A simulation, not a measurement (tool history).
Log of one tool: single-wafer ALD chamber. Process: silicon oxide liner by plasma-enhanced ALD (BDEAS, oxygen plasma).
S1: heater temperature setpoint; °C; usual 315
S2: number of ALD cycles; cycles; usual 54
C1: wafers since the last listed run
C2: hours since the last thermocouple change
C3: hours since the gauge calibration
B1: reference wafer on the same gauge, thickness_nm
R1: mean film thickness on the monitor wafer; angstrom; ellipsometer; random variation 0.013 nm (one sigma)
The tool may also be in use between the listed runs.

{"run": 1, "hour": 0.0, "S1": 315, "S2": 54, "C1": 0, "C2": 1134.2, "C3": 291.2, "B1": 4.801, "R1": 53.28}
{"run": 2, "hour": 29.8, "S1": 315, "S2": 54, "C1": 186, "C2": 1164, "C3": 321, "B1": 4.798, "R1": 53.09}
{"run": 3, "hour": 54.6, "S1": 315, "S2": 54, "C1": 154, "C2": 1188.8, "C3": 345.8, "B1": 4.793, "R1": 53.18}
{"run": 4, "hour": 71.5, "S1": 312, "S2": 51, "C1": 105, "C2": 1205.7, "C3": 362.7, "B1": 4.783, "R1": 50.31}
{"run": 5, "hour": 100.6, "S1": 312, "S2": 51, "C1": 181, "C2": 1234.8, "C3": 391.8, "B1": 4.77, "R1": 50.26}
{"run": 6, "hour": 123.6, "S1": 315, "S2": 54, "C1": 143, "C2": 1257.8, "C3": 414.8, "B1": 4.764, "R1": 52.85}
{"run": 7, "hour": 142.3, "S1": 315, "S2": 54, "C1": 116, "C2": 1276.5, "C3": 433.5, "B1": 4.765, "R1": 52.79}
{"run": 8, "hour": 164.3, "S1": 315, "S2": 54, "C1": 137, "C2": 1298.5, "C3": 455.5, "B1": 4.759, "R1": 52.55}
{"hour": 183.6, "done": "gauge calibrated"}
{"run": 9, "hour": 185.6, "S1": 312, "S2": 62, "C1": 133, "C2": 1319.8, "C3": 2, "B1": 4.811, "R1": 61.32}
{"run": 10, "hour": 205.0, "S1": 312, "S2": 62, "C1": 121, "C2": 1339.2, "C3": 21.4, "B1": 4.813, "R1": 61.6}
{"run": 11, "hour": 224.6, "S1": 327, "S2": 54, "C1": 122, "C2": 1358.8, "C3": 41, "B1": 4.811, "R1": 52.52}
{"run": 12, "hour": 240.4, "S1": 330, "S2": 50, "C1": 98, "C2": 1374.6, "C3": 56.8, "B1": 4.812, "R1": 48.6}
{"run": 13, "hour": 267.3, "S1": 326, "S2": 60, "C1": 167, "C2": 1401.5, "C3": 83.7, "B1": 4.808, "R1": 58.54}
{"run": 14, "hour": 299.3, "S1": 315, "S2": 64, "C1": 199, "C2": 1433.5, "C3": 115.7, "B1": 4.807, "R1": 63.27}
{"hour": 326.8, "done": "thermocouple changed; heater temperature recalibrated"}
{"run": 15, "hour": 327.3, "S1": 322, "S2": 61, "C1": 124, "C2": 0.5, "C3": 143.7, "B1": 4.8, "R1": 59.66}
{"run": 16, "hour": 353.3, "S1": 325, "S2": 58, "C1": 162, "C2": 26.5, "C3": 169.7, "B1": 4.802, "R1": 56.57}
{"run": 17, "hour": 377.7, "S1": 320, "S2": 63, "C1": 152, "C2": 50.9, "C3": 194.1, "B1": 4.792, "R1": 61.74}
{"run": 18, "hour": 447.1, "S1": 325, "S2": 58, "C1": 433, "C2": 120.3, "C3": 263.5, "B1": 4.784, "R1": 56.12}
{"run": 19, "hour": 478.7, "S1": 309, "S2": 44, "C1": 197, "C2": 151.9, "C3": 295.1, "B1": 4.775, "R1": 43.48}
{"run": 20, "hour": 505.6, "S1": 321, "S2": 59, "C1": 167, "C2": 178.8, "C3": 322, "B1": 4.768, "R1": 57.06}
{"run": 21, "hour": 555.3, "S1": 329, "S2": 62, "C1": 310, "C2": 228.5, "C3": 371.7, "B1": 4.756, "R1": 59.32}
{"run": 22, "hour": 576.4, "S1": 315, "S2": 54, "C1": 131, "C2": 249.6, "C3": 392.8, "B1": 4.747, "R1": 52.52}
{"run": 23, "hour": 596.0, "S1": 321, "S2": 61, "C1": 122, "C2": 269.2, "C3": 412.4, "B1": 4.748, "R1": 58.97}

5 ways to go on from here, each from the tool as it stands after run 23. What would each give?
{"run": "A", "hour": 596.5, "S1": 320, "S2": 54, "C1": 3, "C2": 269.7, "C3": 412.9, "B1": "?", "R1": "?"}
{"run": "B", "hour": 596.5, "S1": 309, "S2": 61, "C1": 3, "C2": 269.7, "C3": 412.9, "B1": "?", "R1": "?"}
{"run": "C", "hour": 596.5, "S1": 326, "S2": 49, "C1": 3, "C2": 269.7, "C3": 412.9, "B1": "?", "R1": "?"}
{"run": "D", "hour": 596.5, "S1": 311, "S2": 47, "C1": 3, "C2": 269.7, "C3": 412.9, "B1": "?", "R1": "?"}
{"run": "E", "hour": 596.5, "S1": 303, "S2": 62, "C1": 3, "C2": 269.7, "C3": 412.9, "B1": "?", "R1": "?"}

run=A B1=4.742 R1=52.13
run=B B1=4.742 R1=59.71
run=C B1=4.742 R1=46.94
run=D B1=4.742 R1=45.89
run=E B1=4.742 R1=61.14
Without the tool's hidden state the same runs would have given:
run=A R1=52.98
run=B R1=60.68
run=C R1=47.71
run=D R1=46.64
run=E R1=62.13

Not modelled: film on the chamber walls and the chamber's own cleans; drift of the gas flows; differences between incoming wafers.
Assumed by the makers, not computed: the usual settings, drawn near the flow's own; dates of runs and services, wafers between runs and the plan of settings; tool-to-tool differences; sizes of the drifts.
